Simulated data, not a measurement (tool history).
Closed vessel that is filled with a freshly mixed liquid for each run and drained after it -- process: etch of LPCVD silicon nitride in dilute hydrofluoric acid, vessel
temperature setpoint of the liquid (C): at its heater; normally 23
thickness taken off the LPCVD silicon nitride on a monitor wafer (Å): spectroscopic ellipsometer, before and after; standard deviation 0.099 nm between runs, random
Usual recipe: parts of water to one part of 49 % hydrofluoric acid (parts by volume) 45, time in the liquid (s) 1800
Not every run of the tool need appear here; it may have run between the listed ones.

run    hour  temperature setpoint of the liquid (C)  parts of water to one part of 49 % hydrofluoric acid (parts by volume)  time in the liquid (s)  wafers since the last listed run  hours since the thermometer was replaced  hours since the hydrofluoric acid flow meter was replaced  hours since the gauge calibration  read-back film thickness of the LPCVD silicon nitride reference wafer, read on the same gauge (nm)  thickness taken off the LPCVD silicon nitride on a monitor wafer (Å)
  1       0                                      23                                                                      40                    1800                                 0                                     381.8                                                      522.3                              494.2                                                                                               90.01                                                                 182.3
  2    44.5                                      23                                                                      45                    1800                              1452                                     426.3                                                      566.8                              538.7                                                                                               90.02                                                                 162.3
  3    86.2                                      23                                                                      45                    1800                              1360                                       468                                                      608.5                              580.4                                                                                                  90                                                                 161.8
  4     154                                      23                                                                      45                    1800                              2212                                     535.8                                                      676.3                              648.2                                                                                               89.99                                                                 163.8
  5   182.9                                      23                                                                      45                    1800                               943                                     564.7                                                      705.2                              677.1                                                                                               90.01                                                                   162
  6     227                                      23                                                                      45                    1800                              1439                                     608.8                                                      749.3                              721.2                                                                                               90.03                                                                 160.9
  7   270.6                                      23                                                                      45                    1800                              1422                                     652.4                                                      792.9                              764.8                                                                                                  90                                                                   161
  8   331.4                                      23                                                                      45                    1800                              1984                                     713.2                                                      853.7                              825.6                                                                                               90.01                                                                 158.1
      371.6  -- hydrofluoric acid flow meter replaced
  9   403.4                                      23                                                                      45                    1800                              2316                                     785.2                                                       31.8                              897.6                                                                                                  90                                                                 171.3
 10   469.2                                      23                                                                      45                    1800                              2147                                       851                                                       97.6                              963.4                                                                                               89.99                                                                 169.8
 11   514.2                                    21.5                                                                      45                    1800                              1468                                       896                                                      142.6                             1008.4                                                                                                  90                                                                 153.3
 12   695.5                                    21.5                                                                      45                    1800                              5916                                    1077.3                                                      323.9                             1189.7                                                                                               89.97                                                                   152
 13   759.5                                    21.5                                                                      45                    1800                              2088                                    1141.3                                                      387.9                             1253.7                                                                                               89.99                                                                 151.2
 14   816.7                                      23                                                                      45                    1800                              1866                                    1198.5                                                      445.1                             1310.9                                                                                                  90                                                                 166.6
 15   879.1                                      23                                                                      60                    2755                              2036                                    1260.9                                                      507.5                             1373.3                                                                                               89.98                                                                 192.2
 16   930.7                                      23                                                                      45                    1800                              1683                                    1312.5                                                      559.1                             1424.9                                                                                               90.01                                                                 164.8
 17   967.5                                      23                                                                      35                    1800                              1200                                    1349.3                                                      595.9                             1461.7                                                                                               90.01                                                                 207.5
 18  1166.2                                      23                                                                      45                    1800                              6484                                      1548                                                      794.6                             1660.4                                                                                               90.02                                                                 162.8
 19  1200.8                                      23                                                                      30                    1800                              1129                                    1582.6                                                      829.2                               1695                                                                                               89.98                                                                 238.7
 20  1257.2                                      20                                                                      25                    1470                              1840                                      1639                                                      885.6                             1751.4                                                                                                  90                                                                 187.6
     1275.8  -- gauge calibrated
 21  1327.9                                    26.5                                                                      55                    2685                              2307                                    1709.7                                                      956.3                               52.1                                                                                                  90                                                                 248.3

Estimate the outcome of run 22 from the log above:
     1352.3  -- thermometer replaced
 22  1355.7                                      23                                                                      55                    1800                               874                                       3.4                                                      984.1                               79.9                                                                                                   ?                                                                     ?

Run 22 gave read-back film thickness of the LPCVD silicon nitride reference wafer, read on the same gauge (nm) 90.02, thickness taken off the LPCVD silicon nitride on a monitor wafer (Å) 131.6.
Had the tool carried no hidden state, the very same run would have given thickness taken off the LPCVD silicon nitride on a monitor wafer (Å) 140.1.
